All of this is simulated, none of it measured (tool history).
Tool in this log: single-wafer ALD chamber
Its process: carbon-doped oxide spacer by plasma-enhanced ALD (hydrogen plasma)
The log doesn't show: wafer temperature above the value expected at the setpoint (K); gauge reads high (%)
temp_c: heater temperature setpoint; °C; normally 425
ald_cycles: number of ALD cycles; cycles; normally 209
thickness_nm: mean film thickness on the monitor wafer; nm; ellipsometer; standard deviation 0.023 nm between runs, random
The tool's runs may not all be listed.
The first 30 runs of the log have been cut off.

run	hour	temp_c	ald_cycles	wafers since the last listed run	hours since the last thermocouple change	hours since the gauge calibration	read-back reference wafer on the same gauge, thickness_nm	thickness_nm
31	791.8	425	242	15	94.2	432.7	8.929	10.816
32	823.1	425	209	35	125.5	464.0	8.929	9.395
33	846.0	430	250	26	148.4	486.9	8.930	10.983
34	865.2	414	183	21	167.6	506.1	8.931	8.490
35	883.6	417	177	20	186.0	524.5	8.926	8.125
36	911.3	425	209	31	213.7	552.2	8.937	9.332
37	940.2	435	248	32	242.6	581.1	8.933	10.710
38	981.8	435	224	47	284.2	622.7	8.934	9.665
39	1007.8	439	187	29	310.2	648.7	8.944	7.916
40	1031.2	439	187	26	333.6	672.1	8.939	7.929
41	1044.1	413	174	14	346.5	685.0	8.931	8.112
42	1062.6	411	248	21	365.0	703.5	8.930	11.649
43	1092.3	431	181	33	394.7	733.2	8.933	7.896
# hour 1099.8: gauge calibrated
44	1111.2	416	230	21	413.6	11.4	9.048	10.795
45	1141.1	425	209	34	443.5	41.3	9.034	9.448
46	1162.1	425	209	23	464.5	62.3	9.026	9.477

Here are 5 independent what-if runs from the current tool condition. What would each one return?
A	1162.8	425	195	0	465.2	63.0	?	?
B	1162.8	425	234	0	465.2	63.0	?	?
C	1162.8	420	251	0	465.2	63.0	?	?
D	1162.8	438	242	0	465.2	63.0	?	?
E	1162.8	413	178	0	465.2	63.0	?	?

run	read-back reference wafer on the same gauge, thickness_nm	thickness_nm
A	9.018	8.785
B	9.018	10.542
C	9.018	11.517
D	9.018	10.379
E	9.018	8.375
With the hidden condition removed and each run's random variation left untouched, the same runs would have given:
run	thickness_nm
A	8.792
B	10.551
C	11.526
D	10.387
E	8.382
